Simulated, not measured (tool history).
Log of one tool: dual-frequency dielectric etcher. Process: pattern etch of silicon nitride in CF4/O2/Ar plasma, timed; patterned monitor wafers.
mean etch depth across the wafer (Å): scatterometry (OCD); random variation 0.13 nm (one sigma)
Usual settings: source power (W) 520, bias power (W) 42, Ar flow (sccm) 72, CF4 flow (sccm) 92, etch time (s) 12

| run | hour | source power (W) | bias power (W) | Ar flow (sccm) | CF4 flow (sccm) | etch time (s) | read-back reference wafer on the same gauge, depth_nm | mean etch depth across the wafer (Å) |
|---|---|---|---|---|---|---|---|---|
| 1 | 0 | 590 | 42 | 72 | 92 | 12 | 27.71 | 279.6 |
| 2 | 34.1 | 590 | 42 | 72 | 92 | 12 | 27.69 | 277.2 |
|  | 103.3 | upper electrode replaced, of another model than before |
| 3 | 106.1 | 520 | 42 | 72 | 92 | 12 | 27.71 | 250.8 |
| 4 | 156.8 | 520 | 36 | 72 | 92 | 14.5 | 27.68 | 292.5 |
|  | 191.5 | wet clean of the chamber |
| 5 | 192 | 520 | 42 | 83 | 92 | 12 | 27.72 | 239.5 |
| 6 | 212.8 | 520 | 42 | 72 | 92 | 12 | 27.7 | 239.2 |
| 7 | 246 | 520 | 42 | 72 | 92 | 12 | 27.7 | 242.3 |
| 8 | 290.4 | 520 | 42 | 64 | 92 | 12 | 27.73 | 244.7 |
| 9 | 330.2 | 520 | 45 | 72 | 92 | 13 | 27.71 | 268.4 |
|  | 375.5 | Ar flow controller replaced |
| 10 | 376.4 | 420 | 33 | 72 | 92 | 9 | 27.7 | 152.1 |
| 11 | 410 | 520 | 42 | 84 | 82 | 12 | 27.7 | 237.9 |
| 12 | 468 | 520 | 42 | 72 | 92 | 12 | 27.65 | 245.7 |
| 13 | 499.2 | 520 | 51 | 78 | 92 | 13 | 27.67 | 276 |
| 14 | 562.3 | 520 | 42 | 72 | 92 | 12 | 27.71 | 247.6 |
| 15 | 601.6 | 520 | 50 | 83 | 112 | 13.5 | 27.68 | 295.8 |
|  | 643.6 | wet clean of the chamber |
| 16 | 672.8 | 520 | 42 | 78 | 106 | 12 | 27.73 | 245.9 |
| 17 | 735.8 | 400 | 37 | 72 | 86 | 14 | 27.7 | 233.7 |
| 18 | 763.6 | 550 | 42 | 72 | 92 | 12 | 27.68 | 253.5 |
| 19 | 825.6 | 520 | 48 | 84 | 92 | 12 | 27.68 | 246.4 |
| 20 | 874.3 | 520 | 38 | 72 | 77 | 10 | 27.74 | 195.8 |
| 21 | 929.4 | 520 | 42 | 72 | 92 | 10.5 | 27.69 | 217.3 |

Forecast each of these 4 alternatives for the next run:
| A | 929.8 | 520 | 42 | 72 | 92 | 12 | ? | ? |
| B | 929.8 | 440 | 42 | 72 | 92 | 12 | ? | ? |
| C | 929.8 | 520 | 39 | 72 | 92 | 10 | ? | ? |
| D | 929.8 | 520 | 42 | 55 | 92 | 12 | ? | ? |

| run | read-back reference wafer on the same gauge, depth_nm | mean etch depth across the wafer (Å) |
|---|---|---|
| A | 27.68 | 246.9 |
| B | 27.68 | 222.1 |
| C | 27.68 | 202.9 |
| D | 27.68 | 252.2 |
Without the tool's hidden state the same runs would have given:
| run | mean etch depth across the wafer (Å) |
|---|---|
| A | 239 |
| B | 215 |
| C | 196.5 |
| D | 244.2 |
